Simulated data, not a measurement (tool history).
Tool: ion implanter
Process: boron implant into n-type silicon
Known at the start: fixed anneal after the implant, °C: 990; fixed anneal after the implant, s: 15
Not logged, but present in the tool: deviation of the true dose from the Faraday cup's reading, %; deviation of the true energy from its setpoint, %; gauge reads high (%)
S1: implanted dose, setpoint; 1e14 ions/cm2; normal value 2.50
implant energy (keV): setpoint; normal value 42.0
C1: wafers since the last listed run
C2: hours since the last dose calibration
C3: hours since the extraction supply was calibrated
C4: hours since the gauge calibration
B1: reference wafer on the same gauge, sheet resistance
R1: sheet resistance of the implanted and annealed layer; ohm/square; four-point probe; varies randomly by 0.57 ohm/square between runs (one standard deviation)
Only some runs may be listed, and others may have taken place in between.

{"run": 1, "hour": 0.0, "S1": 1.98, "implant energy (keV)": 51.0, "C1": 0, "C2": 1586.9, "C3": 1686.1, "C4": 784.2, "B1": 437.01, "R1": 436.45}
{"run": 2, "hour": 69.7, "S1": 2.5, "implant energy (keV)": 42.0, "C1": 1513, "C2": 1656.6, "C3": 1755.8, "C4": 853.9, "B1": 436.82, "R1": 384.05}
{"run": 3, "hour": 115.3, "S1": 3.02, "implant energy (keV)": 42.0, "C1": 990, "C2": 1702.2, "C3": 1801.4, "C4": 899.5, "B1": 436.93, "R1": 336.2}
{"run": 4, "hour": 222.1, "S1": 3.02, "implant energy (keV)": 42.0, "C1": 2318, "C2": 1809.0, "C3": 1908.2, "C4": 1006.3, "B1": 437.11, "R1": 335.01}
{"run": 5, "hour": 317.4, "S1": 3.02, "implant energy (keV)": 42.0, "C1": 2069, "C2": 1904.3, "C3": 2003.5, "C4": 1101.6, "B1": 437.07, "R1": 335.66}
{"run": 6, "hour": 397.9, "S1": 2.5, "implant energy (keV)": 42.0, "C1": 1747, "C2": 1984.8, "C3": 2084.0, "C4": 1182.1, "B1": 437.02, "R1": 385.04}
{"run": 7, "hour": 466.2, "S1": 2.5, "implant energy (keV)": 42.0, "C1": 1482, "C2": 2053.1, "C3": 2152.3, "C4": 1250.4, "B1": 437.0, "R1": 385.09}
{"hour": 558.4, "done": "Faraday cup replaced and dose calibrated"}
{"run": 8, "hour": 558.9, "S1": 2.5, "implant energy (keV)": 42.0, "C1": 1839, "C2": 0.5, "C3": 2245.0, "C4": 1343.1, "B1": 437.09, "R1": 381.31}
{"run": 9, "hour": 628.1, "S1": 2.85, "implant energy (keV)": 37.5, "C1": 1502, "C2": 69.7, "C3": 2314.2, "C4": 1412.3, "B1": 437.05, "R1": 350.68}
{"run": 10, "hour": 678.8, "S1": 2.85, "implant energy (keV)": 37.5, "C1": 1100, "C2": 120.4, "C3": 2364.9, "C4": 1463.0, "B1": 437.01, "R1": 351.36}
{"run": 11, "hour": 718.3, "S1": 2.03, "implant energy (keV)": 56.5, "C1": 857, "C2": 159.9, "C3": 2404.4, "C4": 1502.5, "B1": 436.89, "R1": 420.32}
{"run": 12, "hour": 754.8, "S1": 1.93, "implant energy (keV)": 32.0, "C1": 792, "C2": 196.4, "C3": 2440.9, "C4": 1539.0, "B1": 437.0, "R1": 474.57}
{"run": 13, "hour": 842.2, "S1": 2.11, "implant energy (keV)": 52.5, "C1": 1897, "C2": 283.8, "C3": 2528.3, "C4": 1626.4, "B1": 436.99, "R1": 414.98}
{"run": 14, "hour": 889.5, "S1": 2.5, "implant energy (keV)": 42.0, "C1": 1027, "C2": 331.1, "C3": 2575.6, "C4": 1673.7, "B1": 436.97, "R1": 380.36}
{"run": 15, "hour": 929.0, "S1": 2.11, "implant energy (keV)": 52.5, "C1": 857, "C2": 370.6, "C3": 2615.1, "C4": 1713.2, "B1": 437.05, "R1": 415.22}
{"run": 16, "hour": 1035.3, "S1": 2.5, "implant energy (keV)": 42.0, "C1": 2308, "C2": 476.9, "C3": 2721.4, "C4": 1819.5, "B1": 437.06, "R1": 380.31}
{"hour": 1083.1, "done": "extraction supply calibrated"}
{"run": 17, "hour": 1118.0, "S1": 2.5, "implant energy (keV)": 46.5, "C1": 1621, "C2": 559.6, "C3": 34.9, "C4": 1902.2, "B1": 437.01, "R1": 375.31}
{"run": 18, "hour": 1211.9, "S1": 2.09, "implant energy (keV)": 35.0, "C1": 2038, "C2": 653.5, "C3": 128.8, "C4": 1996.1, "B1": 436.93, "R1": 442.97}
{"hour": 1293.8, "done": "gauge calibrated"}
{"run": 19, "hour": 1378.5, "S1": 1.95, "implant energy (keV)": 55.5, "C1": 3617, "C2": 820.1, "C3": 295.4, "C4": 84.7, "B1": 437.05, "R1": 433.42}
{"run": 20, "hour": 1428.6, "S1": 1.91, "implant energy (keV)": 31.5, "C1": 1087, "C2": 870.2, "C3": 345.5, "C4": 134.8, "B1": 437.0, "R1": 480.05}
{"run": 21, "hour": 1664.5, "S1": 2.21, "implant energy (keV)": 30.5, "C1": 5122, "C2": 1106.1, "C3": 581.4, "C4": 370.7, "B1": 436.94, "R1": 435.99}

Entry by entry between the runs, the difference in hidden state between the last listed run before and the first listed run after:
After run 7, before run 8: Faraday cup replaced and dose calibrated (hour 558.4)
  deviation of the true dose from the Faraday cup's reading, %: -1.82 -> 0.0633
  what was measured, less what the result would be without the hidden state, R1: +4.98 -> -0.17 ohm/square
After run 16, before run 17: extraction supply calibrated (hour 1083.1)
  deviation of the true dose from the Faraday cup's reading, %: -0.0303 -> -0.0656
  what was measured, less what the result would be without the hidden state, R1: +0.08 -> +0.18 ohm/square
After run 18, before run 19: gauge calibrated (hour 1293.8)
  deviation of the true dose from the Faraday cup's reading, %: -0.112 -> -0.213
  what was measured, less what the result would be without the hidden state, R1: +0.36 -> +0.62 ohm/square
